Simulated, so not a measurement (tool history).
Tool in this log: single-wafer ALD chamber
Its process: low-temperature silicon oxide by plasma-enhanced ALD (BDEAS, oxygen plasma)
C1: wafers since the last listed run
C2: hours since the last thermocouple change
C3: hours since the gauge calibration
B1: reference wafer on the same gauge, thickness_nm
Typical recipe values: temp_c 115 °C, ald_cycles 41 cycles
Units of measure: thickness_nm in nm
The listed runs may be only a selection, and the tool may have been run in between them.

{"run": 1, "hour": 0.0, "temp_c": 115, "ald_cycles": 41, "C1": 0, "C2": 1391.5, "C3": 938.1, "B1": 5.78, "thickness_nm": 6.245}
{"run": 2, "hour": 59.2, "temp_c": 115, "ald_cycles": 39, "C1": 371, "C2": 1450.7, "C3": 997.3, "B1": 5.778, "thickness_nm": 5.969}
{"run": 3, "hour": 112.7, "temp_c": 115, "ald_cycles": 39, "C1": 335, "C2": 1504.2, "C3": 1050.8, "B1": 5.778, "thickness_nm": 5.956}
{"run": 4, "hour": 189.5, "temp_c": 115, "ald_cycles": 41, "C1": 482, "C2": 1581, "C3": 1127.6, "B1": 5.778, "thickness_nm": 6.286}
{"run": 5, "hour": 275.7, "temp_c": 115, "ald_cycles": 41, "C1": 541, "C2": 1667.2, "C3": 1213.8, "B1": 5.779, "thickness_nm": 6.261}
{"run": 6, "hour": 355.5, "temp_c": 115, "ald_cycles": 41, "C1": 500, "C2": 1747, "C3": 1293.6, "B1": 5.781, "thickness_nm": 6.271}
{"run": 7, "hour": 402.1, "temp_c": 120, "ald_cycles": 35, "C1": 292, "C2": 1793.6, "C3": 1340.2, "B1": 5.777, "thickness_nm": 5.304}
{"run": 8, "hour": 474.6, "temp_c": 120, "ald_cycles": 35, "C1": 455, "C2": 1866.1, "C3": 1412.7, "B1": 5.777, "thickness_nm": 5.292}
{"run": 9, "hour": 567.7, "temp_c": 115, "ald_cycles": 41, "C1": 584, "C2": 1959.2, "C3": 1505.8, "B1": 5.777, "thickness_nm": 6.278}
{"run": 10, "hour": 617.5, "temp_c": 115, "ald_cycles": 41, "C1": 312, "C2": 2009, "C3": 1555.6, "B1": 5.778, "thickness_nm": 6.285}
{"run": 11, "hour": 686.8, "temp_c": 115, "ald_cycles": 41, "C1": 434, "C2": 2078.3, "C3": 1624.9, "B1": 5.778, "thickness_nm": 6.263}
{"hour": 721.0, "done": "gauge calibrated"}
{"run": 12, "hour": 759.8, "temp_c": 115, "ald_cycles": 46, "C1": 458, "C2": 2151.3, "C3": 38.8, "B1": 5.781, "thickness_nm": 7.03}
{"run": 13, "hour": 836.6, "temp_c": 115, "ald_cycles": 41, "C1": 482, "C2": 2228.1, "C3": 115.6, "B1": 5.78, "thickness_nm": 6.272}
{"hour": 899.4, "done": "thermocouple changed; heater temperature recalibrated"}
{"run": 14, "hour": 899.9, "temp_c": 128, "ald_cycles": 49, "C1": 347, "C2": 0.5, "C3": 178.9, "B1": 5.78, "thickness_nm": 7.26}
{"run": 15, "hour": 934.5, "temp_c": 128, "ald_cycles": 41, "C1": 217, "C2": 35.1, "C3": 213.5, "B1": 5.785, "thickness_nm": 6.062}
{"run": 16, "hour": 1005.4, "temp_c": 122, "ald_cycles": 44, "C1": 445, "C2": 106, "C3": 284.4, "B1": 5.781, "thickness_nm": 6.576}
{"run": 17, "hour": 1104.3, "temp_c": 108, "ald_cycles": 36, "C1": 620, "C2": 204.9, "C3": 383.3, "B1": 5.779, "thickness_nm": 5.543}
{"run": 18, "hour": 1145.0, "temp_c": 101, "ald_cycles": 45, "C1": 255, "C2": 245.6, "C3": 424, "B1": 5.78, "thickness_nm": 7.026}
{"run": 19, "hour": 1213.5, "temp_c": 122, "ald_cycles": 36, "C1": 429, "C2": 314.1, "C3": 492.5, "B1": 5.781, "thickness_nm": 5.403}
{"run": 20, "hour": 1310.8, "temp_c": 123, "ald_cycles": 35, "C1": 610, "C2": 411.4, "C3": 589.8, "B1": 5.776, "thickness_nm": 5.285}
{"run": 21, "hour": 1364.3, "temp_c": 115, "ald_cycles": 41, "C1": 335, "C2": 464.9, "C3": 643.3, "B1": 5.778, "thickness_nm": 6.248}
{"run": 22, "hour": 1462.9, "temp_c": 122, "ald_cycles": 41, "C1": 618, "C2": 563.5, "C3": 741.9, "B1": 5.781, "thickness_nm": 6.171}
{"run": 23, "hour": 1555.2, "temp_c": 103, "ald_cycles": 43, "C1": 579, "C2": 655.8, "C3": 834.2, "B1": 5.781, "thickness_nm": 6.673}
{"run": 24, "hour": 1620.7, "temp_c": 115, "ald_cycles": 41, "C1": 411, "C2": 721.3, "C3": 899.7, "B1": 5.78, "thickness_nm": 6.251}
{"run": 25, "hour": 1720.3, "temp_c": 111, "ald_cycles": 45, "C1": 625, "C2": 820.9, "C3": 999.3, "B1": 5.783, "thickness_nm": 6.958}
{"run": 26, "hour": 1795.2, "temp_c": 107, "ald_cycles": 47, "C1": 470, "C2": 895.8, "C3": 1074.2, "B1": 5.78, "thickness_nm": 7.283}
{"run": 27, "hour": 1882.1, "temp_c": 128, "ald_cycles": 44, "C1": 545, "C2": 982.7, "C3": 1161.1, "B1": 5.783, "thickness_nm": 6.57}

4 options for the next run, each taken on its own from the tool as it stands now. Forecast them:
{"run": "A", "hour": 1882.6, "temp_c": 115, "ald_cycles": 43, "C1": 3, "C2": 983.2, "C3": 1161.6, "B1": "?", "thickness_nm": "?"}
{"run": "B", "hour": 1882.6, "temp_c": 121, "ald_cycles": 34, "C1": 3, "C2": 983.2, "C3": 1161.6, "B1": "?", "thickness_nm": "?"}
{"run": "C", "hour": 1882.6, "temp_c": 102, "ald_cycles": 45, "C1": 3, "C2": 983.2, "C3": 1161.6, "B1": "?", "thickness_nm": "?"}
{"run": "D", "hour": 1882.6, "temp_c": 115, "ald_cycles": 49, "C1": 3, "C2": 983.2, "C3": 1161.6, "B1": "?", "thickness_nm": "?"}

run=A B1=5.784 thickness_nm=6.552
run=B B1=5.784 thickness_nm=5.124
run=C B1=5.784 thickness_nm=7.035
run=D B1=5.784 thickness_nm=7.466
The same runs, with their run-to-run variation unchanged, on a tool lacking any hidden condition would have given:
run=A thickness_nm=6.514
run=B thickness_nm=5.093
run=C thickness_nm=6.98
run=D thickness_nm=7.423
